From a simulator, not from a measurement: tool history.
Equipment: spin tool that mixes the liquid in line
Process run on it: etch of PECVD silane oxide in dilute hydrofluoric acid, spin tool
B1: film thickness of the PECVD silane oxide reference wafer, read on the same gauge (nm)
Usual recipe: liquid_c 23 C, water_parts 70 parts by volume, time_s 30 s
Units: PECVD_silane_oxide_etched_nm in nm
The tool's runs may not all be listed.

run 1 hour=0 | liquid_c=23 water_parts=70 time_s=35 | B1=80.03 | PECVD_silane_oxide_etched_nm=14.28
run 2 hour=42.7 | liquid_c=23 water_parts=70 time_s=35 | B1=80.01 | PECVD_silane_oxide_etched_nm=14.17
run 3 hour=101.9 | liquid_c=23 water_parts=70 time_s=35 | B1=80 | PECVD_silane_oxide_etched_nm=14.34
run 4 hour=138.1 | liquid_c=23 water_parts=70 time_s=30 | B1=79.99 | PECVD_silane_oxide_etched_nm=12.41
run 5 hour=190.7 | liquid_c=23 water_parts=70 time_s=30 | B1=80 | PECVD_silane_oxide_etched_nm=12.32
run 6 hour=243.2 | liquid_c=23 water_parts=70 time_s=30 | B1=80.01 | PECVD_silane_oxide_etched_nm=12.49
run 7 hour=290.9 | liquid_c=25.5 water_parts=70 time_s=30 | B1=79.98 | PECVD_silane_oxide_etched_nm=13.76
run 8 hour=348.5 | liquid_c=23 water_parts=70 time_s=30 | B1=79.99 | PECVD_silane_oxide_etched_nm=12.45
run 9 hour=417.5 | liquid_c=18.5 water_parts=90 time_s=40 | B1=80 | PECVD_silane_oxide_etched_nm=10.55
run 10 hour=474.8 | liquid_c=23 water_parts=70 time_s=35 | B1=80 | PECVD_silane_oxide_etched_nm=14.87
-- hour=485.8 gauge calibrated
-- hour=518.6 thermometer replaced
-- hour=555.3 hydrofluoric acid flow meter replaced
run 11 hour=654.6 | liquid_c=23 water_parts=55 time_s=30 | B1=80.01 | PECVD_silane_oxide_etched_nm=16.98
run 12 hour=681.9 | liquid_c=25 water_parts=70 time_s=15 | B1=80.03 | PECVD_silane_oxide_etched_nm=7.14
-- hour=741.7 thermometer replaced, repeated, since the last time left the tool worse
run 13 hour=750.3 | liquid_c=23 water_parts=70 time_s=30 | B1=80.02 | PECVD_silane_oxide_etched_nm=12.31
run 14 hour=793.6 | liquid_c=18.5 water_parts=90 time_s=30 | B1=79.99 | PECVD_silane_oxide_etched_nm=7.74
run 15 hour=849.6 | liquid_c=18 water_parts=80 time_s=40 | B1=79.99 | PECVD_silane_oxide_etched_nm=11.52
run 16 hour=903 | liquid_c=21 water_parts=50 time_s=30 | B1=80.05 | PECVD_silane_oxide_etched_nm=16.24

Branching from run 16: 4 alternative next runs. What would each branch give?
run A hour=903.4 | liquid_c=23 water_parts=70 time_s=30 | B1=? | PECVD_silane_oxide_etched_nm=?
run B hour=903.4 | liquid_c=23 water_parts=100 time_s=30 | B1=? | PECVD_silane_oxide_etched_nm=?
run C hour=903.4 | liquid_c=25 water_parts=70 time_s=30 | B1=? | PECVD_silane_oxide_etched_nm=?
run D hour=903.4 | liquid_c=21 water_parts=70 time_s=30 | B1=? | PECVD_silane_oxide_etched_nm=?

run=A B1=79.97 PECVD_silane_oxide_etched_nm=12.4
run=B B1=79.97 PECVD_silane_oxide_etched_nm=8.36
run=C B1=79.97 PECVD_silane_oxide_etched_nm=13.44
run=D B1=79.97 PECVD_silane_oxide_etched_nm=11.42
Without the tool's unlogged condition, the same runs would have read:
run=A PECVD_silane_oxide_etched_nm=12.24
run=B PECVD_silane_oxide_etched_nm=8.26
run=C PECVD_silane_oxide_etched_nm=13.27
run=D PECVD_silane_oxide_etched_nm=11.27
